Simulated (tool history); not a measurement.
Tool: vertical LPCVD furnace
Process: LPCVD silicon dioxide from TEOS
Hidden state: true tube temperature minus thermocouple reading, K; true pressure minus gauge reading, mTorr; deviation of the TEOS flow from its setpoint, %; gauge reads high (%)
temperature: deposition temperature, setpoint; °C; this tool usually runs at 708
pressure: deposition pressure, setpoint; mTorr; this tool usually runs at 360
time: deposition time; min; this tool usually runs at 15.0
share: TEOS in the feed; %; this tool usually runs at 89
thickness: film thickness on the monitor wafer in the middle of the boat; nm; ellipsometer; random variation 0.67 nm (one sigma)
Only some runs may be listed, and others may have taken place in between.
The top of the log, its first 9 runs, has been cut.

| run | hour | temperature | pressure | time | share | wafers since the last listed run | hours since the last temperature calibration | hours since the pressure gauge was zeroed | hours since the TEOS flow controller was replaced | hours since the gauge calibration | read-back reference wafer on the same gauge, thickness | thickness |
|---|---|---|---|---|---|---|---|---|---|---|---|---|
| 10 | 92.9 | 713 | 360 | 15.0 | 89 | 89 | 2476.5 | 3114.6 | 4636.8 | 320.9 | 168.97 | 169.55 |
| 11 | 100.1 | 708 | 360 | 15.0 | 89 | 103 | 2483.7 | 3121.8 | 4644.0 | 328.1 | 168.79 | 153.33 |
| 12 | 112.3 | 708 | 360 | 15.0 | 89 | 175 | 2495.9 | 3134.0 | 4656.2 | 340.3 | 168.93 | 152.12 |
| 13 | 128.8 | 708 | 360 | 15.0 | 89 | 236 | 2512.4 | 3150.5 | 4672.7 | 356.8 | 168.98 | 152.90 |
| 14 | 142.2 | 708 | 360 | 15.0 | 89 | 192 | 2525.8 | 3163.9 | 4686.1 | 370.2 | 169.03 | 152.12 |
| 15 | 158.5 | 708 | 360 | 15.0 | 89 | 234 | 2542.1 | 3180.2 | 4702.4 | 386.5 | 169.00 | 151.86 |
|  | 178.2 | gauge calibrated |
|  | 182.9 | pressure gauge zeroed |
| 16 | 183.4 | 708 | 360 | 15.0 | 83 | 12 | 2567.0 | 0.5 | 4727.3 | 5.2 | 169.35 | 145.80 |
| 17 | 187.8 | 708 | 390 | 15.0 | 77 | 63 | 2571.4 | 4.9 | 4731.7 | 9.6 | 168.89 | 148.05 |
| 18 | 200.4 | 708 | 360 | 15.0 | 89 | 180 | 2584.0 | 17.5 | 4744.3 | 22.2 | 169.14 | 153.11 |
| 19 | 207.4 | 708 | 280 | 15.0 | 74 | 100 | 2591.0 | 24.5 | 4751.3 | 29.2 | 168.85 | 122.57 |
| 20 | 219.7 | 696 | 450 | 9.0 | 82 | 176 | 2603.3 | 36.8 | 4763.6 | 41.5 | 168.84 | 74.55 |
| 21 | 228.1 | 714 | 285 | 11.0 | 97 | 120 | 2611.7 | 45.2 | 4772.0 | 49.9 | 168.88 | 119.09 |
| 22 | 239.8 | 716 | 280 | 17.0 | 89 | 168 | 2623.4 | 56.9 | 4783.7 | 61.6 | 168.75 | 182.37 |
| 23 | 255.9 | 708 | 360 | 11.5 | 89 | 231 | 2639.5 | 73.0 | 4799.8 | 77.7 | 168.88 | 116.17 |
|  | 288.2 | TEOS flow controller replaced |
|  | 290.2 | thermocouples replaced and temperature profile calibrated |
| 24 | 290.7 | 711 | 315 | 12.5 | 89 | 127 | 0.5 | 107.8 | 2.5 | 112.5 | 169.09 | 127.88 |
| 25 | 295.1 | 698 | 320 | 16.5 | 75 | 63 | 4.9 | 112.2 | 6.9 | 116.9 | 168.75 | 114.81 |
| 26 | 302.6 | 708 | 360 | 15.0 | 89 | 107 | 12.4 | 119.7 | 14.4 | 124.4 | 168.77 | 153.27 |
| 27 | 313.8 | 704 | 335 | 12.0 | 89 | 160 | 23.6 | 130.9 | 25.6 | 135.6 | 168.95 | 107.60 |
| 28 | 327.3 | 708 | 360 | 15.0 | 83 | 193 | 37.1 | 144.4 | 39.1 | 149.1 | 168.96 | 148.43 |
| 29 | 339.2 | 708 | 360 | 9.5 | 89 | 170 | 49.0 | 156.3 | 51.0 | 161.0 | 168.85 | 96.50 |
| 30 | 353.2 | 708 | 420 | 15.0 | 97 | 201 | 63.0 | 170.3 | 65.0 | 175.0 | 169.06 | 171.77 |
| 31 | 363.2 | 708 | 360 | 15.0 | 89 | 143 | 73.0 | 180.3 | 75.0 | 185.0 | 169.09 | 152.46 |

3 ways to go on from here, each from the tool as it stands after run 31. What would each give?
| A | 367.7 | 708 | 360 | 15.0 | 89 | 64 | 77.5 | 184.8 | 79.5 | 189.5 | ? | ? |
| B | 367.7 | 700 | 280 | 10.0 | 96 | 64 | 77.5 | 184.8 | 79.5 | 189.5 | ? | ? |
| C | 367.7 | 701 | 395 | 9.0 | 97 | 64 | 77.5 | 184.8 | 79.5 | 189.5 | ? | ? |

| run | read-back reference wafer on the same gauge, thickness | thickness |
|---|---|---|
| A | 168.89 | 153.16 |
| B | 168.89 | 77.77 |
| C | 168.89 | 85.53 |
With the hidden condition removed and each run's random variation left untouched, the same runs would have given:
| run | thickness |
|---|---|
| A | 153.16 |
| B | 77.77 |
| C | 85.53 |

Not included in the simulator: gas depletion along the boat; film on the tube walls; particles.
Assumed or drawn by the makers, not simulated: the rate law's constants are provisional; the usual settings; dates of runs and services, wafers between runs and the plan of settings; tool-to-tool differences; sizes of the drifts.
